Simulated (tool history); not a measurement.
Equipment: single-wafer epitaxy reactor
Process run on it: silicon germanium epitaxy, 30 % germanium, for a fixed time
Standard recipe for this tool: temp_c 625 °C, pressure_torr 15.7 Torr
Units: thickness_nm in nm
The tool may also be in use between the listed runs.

run,hour,temp_c,pressure_torr,"read-back reference wafer on the same gauge, thickness_nm",thickness_nm
1,0.0,625,17.7,76.216,91.632
2,22.6,625,17.7,76.342,91.864
3,56.9,625,15.7,76.301,88.370
4,85.5,625,15.7,76.318,88.682
# hour 97.5: showerhead replaced
5,108.4,625,15.7,76.225,88.244
6,124.3,625,15.7,76.292,87.515
7,147.5,625,15.7,76.427,87.991
8,181.9,625,15.7,76.276,87.781
9,202.7,625,15.7,76.252,87.904
10,229.0,625,12.7,76.237,82.101
11,256.4,625,12.7,76.269,82.100
12,273.8,625,12.7,76.298,82.062
# hour 284.6: gauge calibrated
13,290.9,625,15.7,76.293,86.756
# hour 308.1: capacitance manometer re-zeroed and calibrated
14,312.2,629,15.7,76.282,92.487
15,327.8,625,15.7,76.257,87.201
# hour 338.9: pyrometer calibrated
16,353.8,625,15.7,76.183,82.204
17,368.4,617,19.1,76.223,77.029
18,392.2,634,13.2,76.290,89.437
19,422.7,617,15.7,76.361,72.254
20,456.8,625,12.6,76.414,76.902
21,473.0,625,18.0,76.417,85.293
22,501.0,631,14.4,76.333,87.285
23,522.1,611,17.5,76.321,67.727
24,557.8,639,16.9,76.294,104.178
25,580.0,612,12.4,76.261,62.245
# hour 606.5: pyrometer calibrated, repeated, since the last time left the tool worse
26,607.0,636,13.8,76.245,105.214
27,615.1,612,14.1,76.240,73.557
28,637.5,625,15.7,76.454,92.633
29,663.5,619,13.3,76.275,80.120
30,678.1,625,15.7,76.318,93.126
31,705.6,619,14.2,76.438,82.112
32,741.6,619,15.7,76.267,84.467
33,768.8,625,14.2,76.318,90.363
34,832.2,615,18.7,76.321,83.986
35,861.2,625,15.7,76.349,92.820
36,878.9,625,18.4,76.292,97.459

For each run, what was the tool's unlogged condition?
true pressure above the setpoint (%): 0 at every run
gauge reads high (%): 0 at every run
H1: wafer temperature above the value expected at the setpoint (K)
run,H1
1,-2.71
2,-2.78
3,-2.89
4,-2.98
5,-3.05
6,-3.11
7,-3.18
8,-3.3
9,-3.37
10,-3.46
11,-3.56
12,-3.62
13,-3.68
14,-3.76
15,-3.81
16,-7.73
17,-7.73
18,-7.74
19,-7.74
20,-7.75
21,-7.75
22,-7.76
23,-7.76
24,-7.78
25,-7.79
26,0.149
27,0.149
28,0.148
29,0.146
30,0.144
31,0.139
32,0.131
33,0.124
34,0.1
35,0.0871
36,0.0783

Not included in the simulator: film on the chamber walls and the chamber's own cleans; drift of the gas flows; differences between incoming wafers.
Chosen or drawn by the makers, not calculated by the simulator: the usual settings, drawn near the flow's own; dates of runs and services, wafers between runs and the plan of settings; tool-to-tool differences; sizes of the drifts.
